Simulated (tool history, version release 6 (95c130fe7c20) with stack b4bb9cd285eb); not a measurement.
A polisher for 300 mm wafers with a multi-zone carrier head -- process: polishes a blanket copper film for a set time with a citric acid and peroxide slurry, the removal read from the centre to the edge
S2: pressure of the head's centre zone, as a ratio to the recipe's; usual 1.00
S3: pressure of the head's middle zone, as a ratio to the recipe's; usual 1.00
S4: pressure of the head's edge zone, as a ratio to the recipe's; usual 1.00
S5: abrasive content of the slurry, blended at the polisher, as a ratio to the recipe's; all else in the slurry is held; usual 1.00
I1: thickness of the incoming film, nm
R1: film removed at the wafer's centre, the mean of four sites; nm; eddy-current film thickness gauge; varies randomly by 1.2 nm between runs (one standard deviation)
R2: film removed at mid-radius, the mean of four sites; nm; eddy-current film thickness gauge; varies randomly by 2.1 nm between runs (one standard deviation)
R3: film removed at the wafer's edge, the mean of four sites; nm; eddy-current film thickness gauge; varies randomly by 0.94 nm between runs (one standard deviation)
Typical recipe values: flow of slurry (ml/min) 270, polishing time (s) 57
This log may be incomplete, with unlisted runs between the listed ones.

Run 1, hour 0.0: usual settings; I1 1213.1. Result: R1 135.8 nm, R2 134.5 nm, R3 138.9 nm.
Run 2, hour 30.3: usual settings; I1 1183.3. Result: R1 136.8 nm, R2 136.5 nm, R3 137.9 nm.
Run 3, hour 100.8: usual settings; I1 1184.6. Result: R1 136.1 nm, R2 135.4 nm, R3 137.9 nm.
Run 4, hour 168.1: usual settings; I1 1210.8. Result: R1 132.8 nm, R2 138.4 nm, R3 135.7 nm.
At hour 177.8: worn pad replaced by a new one.
At hour 213.0: carrier head's membrane replaced by a new one, of another model than before.
Run 5, hour 214.0: usual settings; I1 1173.4. Result: R1 133.6 nm, R2 133.5 nm, R3 135.4 nm.
Run 6, hour 245.0: usual settings but S3 0.91; I1 1188.1. Result: R1 131.2 nm, R2 118.1 nm, R3 135.9 nm.
At hour 272.8: edge zone pressure recalibrated.
Run 7, hour 300.8: usual settings but S3 0.91; I1 1207.2. Result: R1 132.0 nm, R2 116.6 nm, R3 133.9 nm.
At hour 348.4: slurry nozzle cleaned.
At hour 373.5: centre zone pressure recalibrated.
Run 8, hour 374.0: usual settings but S4 1.12; I1 1201.6. Result: R1 137.4 nm, R2 140.9 nm, R3 144.5 nm.
Run 9, hour 435.1: usual settings but S4 0.95, polishing time (s) 44; I1 1190.2. Result: R1 106.1 nm, R2 105.0 nm, R3 104.4 nm.
At hour 441.6: worn pad replaced by a new one.
Run 10, hour 506.3: usual settings but flow of slurry (ml/min) 340, S3 1.04, S4 1.07, S5 0.85; I1 1184.1. Result: R1 134.1 nm, R2 146.5 nm, R3 140.5 nm.
Run 11, hour 545.5: usual settings; I1 1189.7. Result: R1 136.1 nm, R2 135.9 nm, R3 137.7 nm.
Run 12, hour 594.4: usual settings but S5 1.15; I1 1179.8. Result: R1 139.3 nm, R2 139.6 nm, R3 141.5 nm.
Run 13, hour 621.8: usual settings but flow of slurry (ml/min) 330, S2 1.05, S3 0.89; I1 1201.7. Result: R1 139.9 nm, R2 118.1 nm, R3 140.0 nm.
Run 14, hour 676.1: usual settings but S2 1.05, S4 0.90; I1 1192.6. Result: R1 136.6 nm, R2 139.7 nm, R3 134.1 nm.
At hour 688.4: worn pad replaced by a new one.
Run 15, hour 704.2: usual settings but S3 0.91; I1 1194.7. Result: R1 134.4 nm, R2 120.3 nm, R3 139.2 nm.
At hour 721.0: edge zone pressure recalibrated.
Run 16, hour 758.7: usual settings but flow of slurry (ml/min) 350, S2 1.11, S3 0.94, S4 0.89; I1 1215.8. Result: R1 146.3 nm, R2 130.9 nm, R3 134.1 nm.
Run 17, hour 825.5: usual settings but S2 1.05, S5 0.85; I1 1214.4. Result: R1 133.1 nm, R2 130.6 nm, R3 131.4 nm.
At hour 840.2: slurry nozzle cleaned.
Run 18, hour 886.3: usual settings but polishing time (s) 41; I1 1174.3. Result: R1 99.3 nm, R2 100.2 nm, R3 100.0 nm.
Run 19, hour 928.6: usual settings; I1 1205.0. Result: R1 136.7 nm, R2 138.0 nm, R3 139.3 nm.
At hour 936.0: worn pad replaced by a new one.
Run 20, hour 966.2: usual settings but S3 1.09, S5 1.30; I1 1210.5. Result: R1 141.0 nm, R2 160.9 nm, R3 143.6 nm.

The tool's hidden state at each run:
removal rate lost through wear of the pad, %: 0 in every run
deviation of the centre zone's pressure from its setpoint, %: 0 in every run
deviation of the edge zone's pressure from its setpoint, %: 0 in every run
H1: slurry flow missing at the pad, %
run    H1
  1    12
  2  13.6
  3  18.3
  4  24.1
  5  28.7
  6  32.2
  7    39
  8  7.13
  9  8.05
 10  10.4
 11  12.3
 12  15.2
 13  17.1
 14  21.5
 15  24.1
 16  29.7
 17  37.7
 18  5.14
 19   5.9
 20  6.99
